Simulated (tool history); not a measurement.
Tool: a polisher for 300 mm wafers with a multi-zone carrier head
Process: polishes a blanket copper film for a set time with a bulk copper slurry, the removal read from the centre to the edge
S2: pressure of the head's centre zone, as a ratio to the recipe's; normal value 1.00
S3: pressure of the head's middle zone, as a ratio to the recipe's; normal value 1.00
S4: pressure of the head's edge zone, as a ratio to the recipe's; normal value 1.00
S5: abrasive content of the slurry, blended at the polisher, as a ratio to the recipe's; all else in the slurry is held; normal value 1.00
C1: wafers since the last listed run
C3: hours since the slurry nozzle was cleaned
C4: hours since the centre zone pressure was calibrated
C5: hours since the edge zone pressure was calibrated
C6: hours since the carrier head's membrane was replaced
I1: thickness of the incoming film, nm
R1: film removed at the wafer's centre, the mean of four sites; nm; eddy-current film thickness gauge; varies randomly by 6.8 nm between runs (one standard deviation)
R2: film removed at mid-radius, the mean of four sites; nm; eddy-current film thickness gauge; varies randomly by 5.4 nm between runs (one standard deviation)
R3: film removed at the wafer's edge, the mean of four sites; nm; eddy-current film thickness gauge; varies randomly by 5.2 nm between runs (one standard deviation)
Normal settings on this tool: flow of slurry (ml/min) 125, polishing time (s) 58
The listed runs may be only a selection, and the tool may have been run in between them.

Run 1, day 0.000: usual settings but S3 0.93, S5 0.90, polishing time (s) 77; C1 0; wafers polished on this pad 178; C3 163.8; C4 1089.9; C5 66.1; C6 75.1; I1 3972.3. Result: R1 626.4 nm, R2 588.1 nm, R3 630.7 nm.
Run 2, day 2.471: usual settings but flow of slurry (ml/min) 160, S4 0.97, S5 1.25, polishing time (s) 64; C1 598; wafers polished on this pad 776; C3 223.1; C4 1149.2; C5 125.4; C6 134.4; I1 4116.0. Result: R1 576.3 nm, R2 572.2 nm, R3 562.5 nm.
Run 3, day 4.908: usual settings but S4 1.11, S5 1.30; C1 590; wafers polished on this pad 1366; C3 281.6; C4 1207.7; C5 183.9; C6 192.9; I1 4010.2. Result: R1 502.9 nm, R2 486.8 nm, R3 532.8 nm.
Run 4, day 6.696: usual settings; C1 432; wafers polished on this pad 1799; C3 324.5; C4 1250.6; C5 226.8; C6 235.8; I1 3988.4. Result: R1 471.0 nm, R2 460.7 nm, R3 467.7 nm.
At day 10.171: centre zone pressure recalibrated.
Run 5, day 11.046: usual settings but polishing time (s) 44; C1 1033; wafers polished on this pad 2832; C3 428.9; C4 21.0; C5 331.2; C6 340.2; I1 4014.8. Result: R1 345.1 nm, R2 341.5 nm, R3 345.5 nm.
Run 6, day 15.479: usual settings but S2 0.94; C1 1073; wafers polished on this pad 3906; C3 535.3; C4 127.4; C5 437.6; C6 446.6; I1 4069.5. Result: R1 401.0 nm, R2 432.2 nm, R3 442.6 nm.
Run 7, day 19.175: usual settings; C1 895; wafers polished on this pad 4801; C3 624.0; C4 216.1; C5 526.3; C6 535.3; I1 4055.6. Result: R1 420.3 nm, R2 416.5 nm, R3 440.1 nm.
At day 19.621: worn pad replaced by a new one.
Run 8, day 21.004: usual settings but S3 1.11; C1 402; wafers polished on this pad 334; C3 667.9; C4 260.0; C5 570.2; C6 579.2; I1 4027.1. Result: R1 456.2 nm, R2 495.6 nm, R3 470.0 nm.
Run 9, day 24.412: usual settings but S2 0.94, S3 0.88, S5 0.75; C1 825; wafers polished on this pad 1160; C3 749.7; C4 341.8; C5 652.0; C6 661.0; I1 4049.0. Result: R1 398.2 nm, R2 379.6 nm, R3 449.1 nm.
Run 10, day 27.508: usual settings but S3 1.09, S4 0.93; C1 749; wafers polished on this pad 1909; C3 824.0; C4 416.1; C5 726.3; C6 735.3; I1 4020.4. Result: R1 439.3 nm, R2 473.9 nm, R3 442.6 nm.
At day 28.296: slurry nozzle cleaned.
At day 28.750: carrier head's membrane replaced by a new one.
Run 11, day 31.117: usual settings but S2 0.93, S3 0.96, polishing time (s) 67; C1 813; wafers polished on this pad 2723; C3 67.7; C4 502.7; C5 812.9; C6 56.8; I1 4049.9. Result: R1 492.7 nm, R2 514.4 nm, R3 542.5 nm.
Run 12, day 34.938: usual settings but flow of slurry (ml/min) 160; C1 925; wafers polished on this pad 3648; C3 159.4; C4 594.4; C5 904.6; C6 148.5; I1 4108.7. Result: R1 467.3 nm, R2 459.7 nm, R3 469.7 nm.
Run 13, day 37.683: usual settings but flow of slurry (ml/min) 90; C1 664; wafers polished on this pad 4313; C3 225.3; C4 660.3; C5 970.5; C6 214.4; I1 4106.2. Result: R1 408.8 nm, R2 411.8 nm, R3 427.0 nm.
At day 40.312: worn pad replaced by a new one.
Run 14, day 40.333: usual settings; C1 601; wafers polished on this pad 5; C3 288.9; C4 723.9; C5 1034.1; C6 278.0; I1 4052.3. Result: R1 492.6 nm, R2 480.1 nm, R3 493.7 nm.
Run 15, day 42.054: usual settings but flow of slurry (ml/min) 100, S4 1.11, polishing time (s) 39; C1 416; wafers polished on this pad 422; C3 330.2; C4 765.2; C5 1075.4; C6 319.3; I1 4053.0. Result: R1 305.9 nm, R2 305.9 nm, R3 335.4 nm.
Run 16, day 43.783: usual settings but S2 0.93, polishing time (s) 69; C1 418; wafers polished on this pad 840; C3 371.7; C4 806.7; C5 1116.9; C6 360.8; I1 4092.1. Result: R1 515.6 nm, R2 562.5 nm, R3 567.8 nm.
Run 17, day 45.396: usual settings but S2 0.91; C1 390; wafers polished on this pad 1231; C3 410.4; C4 845.4; C5 1155.6; C6 399.5; I1 4049.0. Result: R1 417.4 nm, R2 461.8 nm, R3 478.2 nm.
Run 18, day 48.838: usual settings; C1 833; wafers polished on this pad 2064; C3 493.0; C4 928.0; C5 1238.2; C6 482.1; I1 4093.6. Result: R1 447.5 nm, R2 449.8 nm, R3 463.1 nm.
Run 19, day 51.879: usual settings but S2 1.12, polishing time (s) 52; C1 736; wafers polished on this pad 2801; C3 566.0; C4 1001.0; C5 1311.2; C6 555.1; I1 4025.8. Result: R1 439.6 nm, R2 388.8 nm, R3 405.8 nm.
At day 52.354: edge zone pressure recalibrated.
Run 20, day 53.538: usual settings but S4 1.10, S5 0.80; C1 381; wafers polished on this pad 3182; C3 605.8; C4 1040.8; C5 28.4; C6 594.9; I1 3984.3. Result: R1 415.4 nm, R2 423.6 nm, R3 452.8 nm.

Each row is a separate what-if for the run after 20, all from the same tool condition, not one after another. Results?
Run A, day 53.554: usual settings but S5 0.90; C1 4; wafers polished on this pad 3186; C3 606.2; C4 1041.2; C5 28.8; C6 595.3; I1 4049.0. Result: R1 ?, R2 ?, R3 ?.
Run B, day 53.554: usual settings but flow of slurry (ml/min) 110, S5 0.80; C1 4; wafers polished on this pad 3186; C3 606.2; C4 1041.2; C5 28.8; C6 595.3; I1 4049.0. Result: R1 ?, R2 ?, R3 ?.
Run C, day 53.554: usual settings but S3 0.90, S4 0.96, S5 1.10, polishing time (s) 67; C1 4; wafers polished on this pad 3186; C3 606.2; C4 1041.2; C5 28.8; C6 595.3; I1 4049.0. Result: R1 ?, R2 ?, R3 ?.
Run D, day 53.554: usual settings but S3 1.07, S4 1.10; C1 4; wafers polished on this pad 3186; C3 606.2; C4 1041.2; C5 28.8; C6 595.3; I1 4049.0. Result: R1 ?, R2 ?, R3 ?.
Run E, day 53.554: usual settings but S2 1.04, S3 1.05, S5 0.80; C1 4; wafers polished on this pad 3186; C3 606.2; C4 1041.2; C5 28.8; C6 595.3; I1 4049.0. Result: R1 ?, R2 ?, R3 ?.

run     R1     R2     R3
  A  424.5  424.2  438.5
  B  404.5  405.7  422.4
  C  510.1  467.2  517.9
  D  433.7  458.8  469.0
  E  431.7  432.0  428.3
With no hidden state in the tool, these same runs would have given:
run     R1     R2     R3
  A  487.1  482.9  490.7
  B  466.6  463.7  473.7
  C  585.5  531.8  579.5
  D  497.7  522.2  524.8
  E  495.4  491.7  479.2

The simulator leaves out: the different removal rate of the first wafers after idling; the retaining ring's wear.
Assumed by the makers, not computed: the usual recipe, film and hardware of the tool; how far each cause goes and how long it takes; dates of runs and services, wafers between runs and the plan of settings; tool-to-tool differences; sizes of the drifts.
